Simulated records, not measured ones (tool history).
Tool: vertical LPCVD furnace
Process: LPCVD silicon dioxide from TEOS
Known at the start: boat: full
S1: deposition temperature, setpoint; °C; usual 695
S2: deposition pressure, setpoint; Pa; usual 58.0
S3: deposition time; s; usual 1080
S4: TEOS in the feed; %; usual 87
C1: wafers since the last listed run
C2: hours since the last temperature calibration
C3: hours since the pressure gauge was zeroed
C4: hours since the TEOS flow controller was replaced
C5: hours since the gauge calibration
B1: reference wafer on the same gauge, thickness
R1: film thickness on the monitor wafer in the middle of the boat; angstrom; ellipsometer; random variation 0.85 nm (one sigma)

Run 1, hour 0.0: usual settings; C1 0; C2 2539.9; C3 2611.4; C4 5008.6; C5 346.8; B1 164.08. Result: R1 1684.4 angstrom.
Run 2, hour 95.3: usual settings; C1 1855; C2 2635.2; C3 2706.7; C4 5103.9; C5 442.1; B1 163.99. Result: R1 1694.7 angstrom.
Run 3, hour 156.3: usual settings; C1 1187; C2 2696.2; C3 2767.7; C4 5164.9; C5 503.1; B1 163.83. Result: R1 1687.2 angstrom.
Run 4, hour 234.3: usual settings; C1 1518; C2 2774.2; C3 2845.7; C4 5242.9; C5 581.1; B1 164.07. Result: R1 1697.8 angstrom.
Run 5, hour 276.1: usual settings; C1 813; C2 2816.0; C3 2887.5; C4 5284.7; C5 622.9; B1 163.79. Result: R1 1674.5 angstrom.
Run 6, hour 378.8: usual settings; C1 1999; C2 2918.7; C3 2990.2; C4 5387.4; C5 725.6; B1 163.98. Result: R1 1691.5 angstrom.
Run 7, hour 418.6: usual settings; C1 774; C2 2958.5; C3 3030.0; C4 5427.2; C5 765.4; B1 164.24. Result: R1 1681.5 angstrom.
Run 8, hour 483.5: usual settings; C1 1263; C2 3023.4; C3 3094.9; C4 5492.1; C5 830.3; B1 164.15. Result: R1 1678.6 angstrom.
Run 9, hour 529.8: usual settings; C1 901; C2 3069.7; C3 3141.2; C4 5538.4; C5 876.6; B1 164.09. Result: R1 1701.4 angstrom.
Run 10, hour 612.6: usual settings; C1 1611; C2 3152.5; C3 3224.0; C4 5621.2; C5 959.4; B1 164.17. Result: R1 1698.3 angstrom.
At hour 683.0: TEOS flow controller replaced.
At hour 710.5: thermocouples replaced and temperature profile calibrated.
Run 11, hour 711.0: usual settings; C1 981; C2 0.5; C3 3322.4; C4 28.0; C5 1057.8; B1 164.27. Result: R1 1578.0 angstrom.
Run 12, hour 760.1: usual settings but S3 780 s; C1 955; C2 49.6; C3 3371.5; C4 77.1; C5 1106.9; B1 164.09. Result: R1 1144.0 angstrom.
Run 13, hour 845.5: usual settings but S3 780 s; C1 1662; C2 135.0; C3 3456.9; C4 162.5; C5 1192.3; B1 163.97. Result: R1 1139.9 angstrom.
Run 14, hour 916.5: usual settings but S1 689 °C; C1 1382; C2 206.0; C3 3527.9; C4 233.5; C5 1263.3; B1 164.09. Result: R1 1375.3 angstrom.
At hour 1004.8: pressure gauge zeroed.
Run 15, hour 1018.8: usual settings; C1 1524; C2 308.3; C3 14.0; C4 335.8; C5 1365.6; B1 164.40. Result: R1 1616.5 angstrom.
Run 16, hour 1075.0: usual settings but S4 82 %; C1 1094; C2 364.5; C3 70.2; C4 392.0; C5 1421.8; B1 164.09. Result: R1 1570.2 angstrom.
Run 17, hour 1142.0: usual settings; C1 1304; C2 431.5; C3 137.2; C4 459.0; C5 1488.8; B1 163.71. Result: R1 1603.1 angstrom.
Run 18, hour 1184.3: usual settings but S1 700 °C, S2 46.7 Pa, S3 1500 s, S4 78 %; C1 823; C2 473.8; C3 179.5; C4 501.3; C5 1531.1; B1 164.02. Result: R1 2130.1 angstrom.
Run 19, hour 1245.8: usual settings but S3 1290 s; C1 1197; C2 535.3; C3 241.0; C4 562.8; C5 1592.6; B1 163.76. Result: R1 1926.6 angstrom.
Run 20, hour 1294.3: usual settings but S4 97 %; C1 944; C2 583.8; C3 289.5; C4 611.3; C5 1641.1; B1 163.92. Result: R1 1715.4 angstrom.
At hour 1449.8: gauge calibrated.
Run 21, hour 1515.7: usual settings but S1 691 °C, S4 95 %; C1 4310; C2 805.2; C3 510.9; C4 832.7; C5 65.9; B1 163.97. Result: R1 1564.0 angstrom.
Run 22, hour 1593.4: usual settings but S1 687 °C, S3 1260 s; C1 1512; C2 882.9; C3 588.6; C4 910.4; C5 143.6; B1 163.95. Result: R1 1582.6 angstrom.
Run 23, hour 1670.1: usual settings; C1 1493; C2 959.6; C3 665.3; C4 987.1; C5 220.3; B1 164.09. Result: R1 1648.8 angstrom.
Run 24, hour 1755.5: usual settings but S1 685 °C; C1 1662; C2 1045.0; C3 750.7; C4 1072.5; C5 305.7; B1 163.80. Result: R1 1302.5 angstrom.
Run 25, hour 1852.1: usual settings but S1 704 °C, S2 44.0 Pa, S3 780 s, S4 97 %; C1 1880; C2 1141.6; C3 847.3; C4 1169.1; C5 402.3; B1 164.01. Result: R1 1351.6 angstrom.
Run 26, hour 1929.5: usual settings; C1 1506; C2 1219.0; C3 924.7; C4 1246.5; C5 479.7; B1 163.78. Result: R1 1667.8 angstrom.
Run 27, hour 1991.5: usual settings but S2 70.7 Pa, S3 840 s; C1 1206; C2 1281.0; C3 986.7; C4 1308.5; C5 541.7; B1 164.28. Result: R1 1420.8 angstrom.

4 ways to go on from here, each from the tool as it stands after run 27. What would each give?
Run A, hour 1995.9: usual settings but S3 810 s; C1 85; C2 1285.4; C3 991.1; C4 1312.9; C5 546.1; B1 ?. Result: R1 ?.
Run B, hour 1995.9: usual settings but S2 54.0 Pa, S4 75 %; C1 85; C2 1285.4; C3 991.1; C4 1312.9; C5 546.1; B1 ?. Result: R1 ?.
Run C, hour 1995.9: usual settings but S2 70.7 Pa, S4 78 %; C1 85; C2 1285.4; C3 991.1; C4 1312.9; C5 546.1; B1 ?. Result: R1 ?.
Run D, hour 1995.9: usual settings but S1 705 °C, S2 62.7 Pa, S3 1350 s, S4 71 %; C1 85; C2 1285.4; C3 991.1; C4 1312.9; C5 546.1; B1 ?. Result: R1 ?.

run      B1      R1
  A  164.14  1241.8
  B  164.14  1483.4
  C  164.14  1730.5
  D  164.14  2449.7
Without the tool's hidden state the same runs would have given:
run      R1
  A  1176.4
  B  1405.2
  C  1639.3
  D  2323.2
